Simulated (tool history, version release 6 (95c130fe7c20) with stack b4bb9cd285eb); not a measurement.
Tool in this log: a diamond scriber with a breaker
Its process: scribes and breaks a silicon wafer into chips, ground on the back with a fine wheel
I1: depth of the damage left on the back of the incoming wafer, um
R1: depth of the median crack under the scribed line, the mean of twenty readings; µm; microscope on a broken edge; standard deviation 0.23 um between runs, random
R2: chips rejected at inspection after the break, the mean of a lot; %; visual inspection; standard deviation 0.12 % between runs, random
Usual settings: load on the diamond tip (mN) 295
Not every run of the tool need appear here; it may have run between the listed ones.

Run 1, day 0: usual settings but load on the diamond tip (mN) 243; I1 2.37. Result: R1 9.95 µm, R2 6.25 %.
Run 2, day 0.9: usual settings but load on the diamond tip (mN) 345; I1 2.91. Result: R1 12.75 µm, R2 4.36 %.
Run 3, day 1.742: usual settings but load on the diamond tip (mN) 345; I1 2.65. Result: R1 12.47 µm, R2 4.08 %.
Run 4, day 5.125: usual settings but load on the diamond tip (mN) 241; I1 2.35. Result: R1 9.79 µm, R2 7.21 %.
Run 5, day 6.162: usual settings but load on the diamond tip (mN) 241; I1 2.13. Result: R1 9.82 µm, R2 8.07 %.
Run 6, day 8.129: usual settings but load on the diamond tip (mN) 342; I1 2.62. Result: R1 11.87 µm, R2 3.21 %.
Run 7, day 9.621: usual settings but load on the diamond tip (mN) 262; I1 2.15. Result: R1 9.88 µm, R2 5.06 %.
Run 8, day 10.617: usual settings but load on the diamond tip (mN) 262; I1 2.78. Result: R1 10.1 µm, R2 6.52 %.
Run 9, day 11.142: usual settings but load on the diamond tip (mN) 237; I1 2.77. Result: R1 9.47 µm, R2 10.53 %.
Run 10, day 11.742: usual settings but load on the diamond tip (mN) 237; I1 1.68. Result: R1 9.55 µm, R2 8.63 %.
Run 11, day 14.738: usual settings but load on the diamond tip (mN) 237; I1 2.05. Result: R1 9.3 µm, R2 10.89 %.
Run 12, day 15.583: usual settings; I1 2.77. Result: R1 10.34 µm, R2 4.24 %.
Run 13, day 16.829: usual settings; I1 1.83. Result: R1 10.7 µm, R2 2.67 %.
Run 14, day 19.354: usual settings; I1 2.55. Result: R1 10.75 µm, R2 4.36 %.
Run 15, day 20.788: usual settings; I1 1.63. Result: R1 10.17 µm, R2 3.41 %.
Run 16, day 23.021: usual settings; I1 2.28. Result: R1 10.34 µm, R2 4.83 %.
Run 17, day 24.475: usual settings; I1 2.43. Result: R1 10.19 µm, R2 6.18 %.
Run 18, day 25.371: usual settings; I1 2.95. Result: R1 9.96 µm, R2 7.09 %.
Run 19, day 26.088: usual settings; I1 2.29. Result: R1 9.83 µm, R2 5.5 %.
At day 26.562: load on the tip recalibrated.
Run 20, day 27.504: usual settings; I1 2.87. Result: R1 9.95 µm, R2 8.44 %.
Run 21, day 28.208: usual settings but load on the diamond tip (mN) 270; I1 2.74. Result: R1 9.41 µm, R2 12.87 %.
Run 22, day 29.638: usual settings but load on the diamond tip (mN) 211; I1 2.09. Result: R1 7.87 µm, R2 26.51 %.
Run 23, day 30.592: usual settings but load on the diamond tip (mN) 334; I1 2.74. Result: R1 10.49 µm, R2 5.34 %.
Run 24, day 31.442: usual settings but load on the diamond tip (mN) 335; I1 2.01. Result: R1 10.19 µm, R2 3.7 %.
Run 25, day 32.354: usual settings but load on the diamond tip (mN) 249; I1 2.8. Result: R1 8.5 µm, R2 22.14 %.
Run 26, day 32.871: usual settings but load on the diamond tip (mN) 263; I1 1.85. Result: R1 9.02 µm, R2 14.64 %.
At day 33.65: diamond tip replaced by a new one.
Run 27, day 34.092: usual settings; I1 2.63. Result: R1 11.68 µm, R2 2.82 %.
Run 28, day 34.854: usual settings but load on the diamond tip (mN) 250; I1 1.82. Result: R1 10.16 µm, R2 4.14 %.
Run 29, day 38.825: usual settings but load on the diamond tip (mN) 371; I1 2.94. Result: R1 13.59 µm, R2 6.59 %.
Run 30, day 39.588: usual settings but load on the diamond tip (mN) 256; I1 2.58. Result: R1 10.41 µm, R2 5.09 %.
Run 31, day 40.567: usual settings; I1 2.85. Result: R1 11.18 µm, R2 3.25 %.
Run 32, day 43.3: usual settings but load on the diamond tip (mN) 328; I1 1.57. Result: R1 11.91 µm, R2 1.82 %.
Run 33, day 44.75: usual settings; I1 2.68. Result: R1 11.49 µm, R2 3.03 %.
Run 34, day 45.717: usual settings; I1 1.92. Result: R1 11.13 µm, R2 1.87 %.
Run 35, day 46.862: usual settings but load on the diamond tip (mN) 214; I1 2.53. Result: R1 9.07 µm, R2 13.66 %.
Run 36, day 48.042: usual settings; I1 2.75. Result: R1 11.31 µm, R2 2.78 %.
Run 37, day 48.775: usual settings; I1 1.98. Result: R1 10.99 µm, R2 1.74 %.
Run 38, day 49.829: usual settings; I1 2.61. Result: R1 11.37 µm, R2 2.75 %.
Run 39, day 51.321: usual settings but load on the diamond tip (mN) 267; I1 1.69. Result: R1 10.47 µm, R2 3.21 %.
Run 40, day 52.2: usual settings but load on the diamond tip (mN) 329; I1 1.84. Result: R1 11.72 µm, R2 1.68 %.
Run 41, day 53.462: usual settings but load on the diamond tip (mN) 358; I1 2.53. Result: R1 12.56 µm, R2 3.63 %.

Consider 5 possible next runs. They are alternatives, not a sequence: every one starts from the tool as it was left by run 41. What does each give?
Run A, day 53.488: usual settings but load on the diamond tip (mN) 344; I1 1.84. Result: R1 ?, R2 ?.
Run B, day 53.488: usual settings but load on the diamond tip (mN) 370; I1 1.84. Result: R1 ?, R2 ?.
Run C, day 53.488: usual settings but load on the diamond tip (mN) 332; I1 1.84. Result: R1 ?, R2 ?.
Run D, day 53.488: usual settings but load on the diamond tip (mN) 247; I1 1.84. Result: R1 ?, R2 ?.
Run E, day 53.488: usual settings but load on the diamond tip (mN) 351; I1 1.84. Result: R1 ?, R2 ?.

run     R1    R2
  A  12.17  2.21
  B  12.75  3.85
  C   11.9  1.77
  D   9.87  7.01
  E  12.33  2.57
With no hidden state in the tool, these same runs would have given:
run     R1    R2
  A  12.66  3.56
  B  13.27  5.99
  C  12.38  2.71
  D  10.27   4.6
  E  12.83  4.14
